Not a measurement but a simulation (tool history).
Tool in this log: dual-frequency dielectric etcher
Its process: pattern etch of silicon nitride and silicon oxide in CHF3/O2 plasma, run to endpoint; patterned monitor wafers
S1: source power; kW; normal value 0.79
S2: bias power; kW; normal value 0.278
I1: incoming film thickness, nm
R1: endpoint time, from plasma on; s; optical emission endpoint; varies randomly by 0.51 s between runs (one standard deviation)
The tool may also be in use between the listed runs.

{"run": 1, "hour": 0.0, "S1": 0.79, "S2": 0.278, "I1": 291.3, "R1": 167.2}
{"run": 2, "hour": 12.0, "S1": 0.79, "S2": 0.278, "I1": 291.7, "R1": 167.2}
{"run": 3, "hour": 28.6, "S1": 0.66, "S2": 0.278, "I1": 291.7, "R1": 175.4}
{"run": 4, "hour": 36.2, "S1": 0.66, "S2": 0.278, "I1": 294.3, "R1": 176.4}
{"run": 5, "hour": 49.7, "S1": 0.66, "S2": 0.278, "I1": 295.3, "R1": 177.2}
{"run": 6, "hour": 66.1, "S1": 0.79, "S2": 0.293, "I1": 291.6, "R1": 164.2}
{"run": 7, "hour": 73.5, "S1": 0.67, "S2": 0.278, "I1": 291.4, "R1": 173.3}
{"run": 8, "hour": 87.1, "S1": 0.67, "S2": 0.278, "I1": 290.3, "R1": 173}
{"run": 9, "hour": 93.6, "S1": 0.79, "S2": 0.278, "I1": 292.6, "R1": 166.7}
{"run": 10, "hour": 128.1, "S1": 0.79, "S2": 0.294, "I1": 294.1, "R1": 165}
{"run": 11, "hour": 143.4, "S1": 0.79, "S2": 0.294, "I1": 297.2, "R1": 166.5}
{"run": 12, "hour": 157.0, "S1": 0.67, "S2": 0.216, "I1": 291.9, "R1": 186.7}
{"hour": 197.1, "done": "upper electrode replaced"}
{"hour": 217.4, "done": "wet clean of the chamber"}
{"run": 13, "hour": 217.9, "S1": 0.79, "S2": 0.278, "I1": 293, "R1": 169.2}
{"run": 14, "hour": 218.3, "S1": 0.63, "S2": 0.321, "I1": 292.7, "R1": 171.5}
{"run": 15, "hour": 218.7, "S1": 0.95, "S2": 0.323, "I1": 296, "R1": 154}
{"run": 16, "hour": 234.7, "S1": 0.79, "S2": 0.278, "I1": 295.5, "R1": 170.1}
{"hour": 265.8, "done": "bias power generator calibrated"}
{"run": 17, "hour": 268.4, "S1": 0.63, "S2": 0.224, "I1": 291.8, "R1": 189.3}
{"hour": 279.1, "done": "source power generator calibrated"}
{"run": 18, "hour": 283.0, "S1": 0.63, "S2": 0.305, "I1": 294.2, "R1": 174.4}
{"run": 19, "hour": 294.5, "S1": 0.79, "S2": 0.278, "I1": 296.2, "R1": 170.6}
{"run": 20, "hour": 304.1, "S1": 0.79, "S2": 0.278, "I1": 291.7, "R1": 167.9}
{"run": 21, "hour": 310.9, "S1": 0.7, "S2": 0.237, "I1": 293.3, "R1": 181.8}
{"run": 22, "hour": 322.0, "S1": 0.79, "S2": 0.278, "I1": 295.5, "R1": 168.3}
{"run": 23, "hour": 366.9, "S1": 0.72, "S2": 0.246, "I1": 296.3, "R1": 180.4}
{"run": 24, "hour": 378.2, "S1": 0.96, "S2": 0.242, "I1": 292.9, "R1": 164.7}
{"run": 25, "hour": 385.9, "S1": 0.69, "S2": 0.278, "I1": 291.9, "R1": 174}
{"run": 26, "hour": 400.9, "S1": 0.79, "S2": 0.278, "I1": 290.8, "R1": 165.5}
{"run": 27, "hour": 415.5, "S1": 0.79, "S2": 0.278, "I1": 294.8, "R1": 169.2}
{"run": 28, "hour": 423.6, "S1": 0.79, "S2": 0.25, "I1": 292.2, "R1": 173.1}
{"run": 29, "hour": 437.2, "S1": 0.91, "S2": 0.257, "I1": 294, "R1": 166}
{"run": 30, "hour": 449.6, "S1": 0.84, "S2": 0.209, "I1": 292.3, "R1": 176.6}
{"run": 31, "hour": 459.8, "S1": 0.79, "S2": 0.278, "I1": 291.5, "R1": 166.3}
{"run": 32, "hour": 471.0, "S1": 0.61, "S2": 0.317, "I1": 292.3, "R1": 172.5}
{"run": 33, "hour": 488.3, "S1": 0.96, "S2": 0.278, "I1": 290.6, "R1": 156.3}
{"run": 34, "hour": 501.0, "S1": 0.66, "S2": 0.336, "I1": 289.1, "R1": 162.1}

A few steps of R1 between consecutive runs. Split each: what settings, incoming material and random variation would produce without the hidden state, and what is left over for the hidden state, along with gauge scatter present in only one of the two compared results (measured, and without hidden state):
What the log doesn't record here: etch rate over this chamber's usual, %; source power that arrives over what is set, %; bias power that arrives over what is set, %.
Run 11 -> 12: S1 0.79 -> 0.67, S2 0.294 -> 0.216. R1 +20.2 s: hidden state -0.3, all else +20.5.
Run 12 -> 13: S1 0.67 -> 0.79, S2 0.216 -> 0.278, upper electrode replaced, wet clean of the chamber. R1 -17.5 s: hidden state +1.9, all else -19.4.
Run 16 -> 17: S1 0.79 -> 0.63, S2 0.278 -> 0.224, bias power generator calibrated. R1 +19.2 s: hidden state -0.2, all else +19.4.
Run 22 -> 23: S1 0.79 -> 0.72, S2 0.278 -> 0.246. R1 +12.1 s: hidden state -0.3, all else +12.4.
